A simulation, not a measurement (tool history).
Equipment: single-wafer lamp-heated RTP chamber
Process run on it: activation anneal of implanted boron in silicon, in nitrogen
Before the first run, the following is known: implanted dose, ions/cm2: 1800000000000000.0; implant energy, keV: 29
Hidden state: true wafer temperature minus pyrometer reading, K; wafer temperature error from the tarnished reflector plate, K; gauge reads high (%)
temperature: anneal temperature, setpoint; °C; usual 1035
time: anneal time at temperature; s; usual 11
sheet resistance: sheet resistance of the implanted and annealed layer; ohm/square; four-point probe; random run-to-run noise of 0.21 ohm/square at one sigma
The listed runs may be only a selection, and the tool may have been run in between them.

run	hour	temperature	time	wafers since the last listed run	wafers since the last pyrometer calibration	wafers since the reflector plate was cleaned	hours since the gauge calibration	read-back reference wafer on the same gauge, sheet resistance	sheet resistance
1	0	1035	16	0	4072	1177	404.2	77.81	65.8
# hour 33.1: pyrometer window cleaned and pyrometer calibrated
2	33.4	1035	16	428	5	1605	437.6	77.84	65.68
3	79.1	1035	16	770	775	2375	483.3	77.83	65.51
4	103.4	1035	11	409	1185	2785	507.6	77.74	66.08
5	143.3	1035	11	672	1857	3457	547.5	77.83	66.07
6	196.7	1035	11	900	2757	4357	600.9	77.86	66.15
# hour 212.5: reflector plate cleaned
7	257.7	1035	11	893	3651	762	661.9	77.89	66.53
# hour 282.8: gauge calibrated
# hour 301.8: pyrometer window cleaned and pyrometer calibrated
8	322.2	1021	14	952	343	1714	39.4	77.82	68.02
9	389	1052	6	1125	1469	2840	106.2	77.79	65.32
10	444.8	1052	14	940	2409	3780	162	77.91	64.28
# hour 511.4: reflector plate cleaned
11	516.4	1060	17	1072	3481	85	233.6	77.86	63.28
# hour 557.8: pyrometer window cleaned and pyrometer calibrated
12	581.2	1016	4	957	395	1042	298.4	77.83	71.96
13	636.9	1044	11	938	1334	1981	354.1	77.66	65.42
14	700.5	1035	11	1072	2406	3053	417.7	77.66	65.86
15	751.8	1023	11	864	3270	3917	469	77.79	67.46

Hidden state, per run?
true wafer temperature minus pyrometer reading, K: 0 in every run
gauge reads high (%): 0 in every run
H1: wafer temperature error from the tarnished reflector plate, K
run	H1
1	1.13
2	1.67
3	2.74
4	3.47
5	4.91
6	7.29
7	0.528
8	1.46
9	3.24
10	5.36
11	0.0678
12	0.52
13	1.53
14	3.4
15	5.45
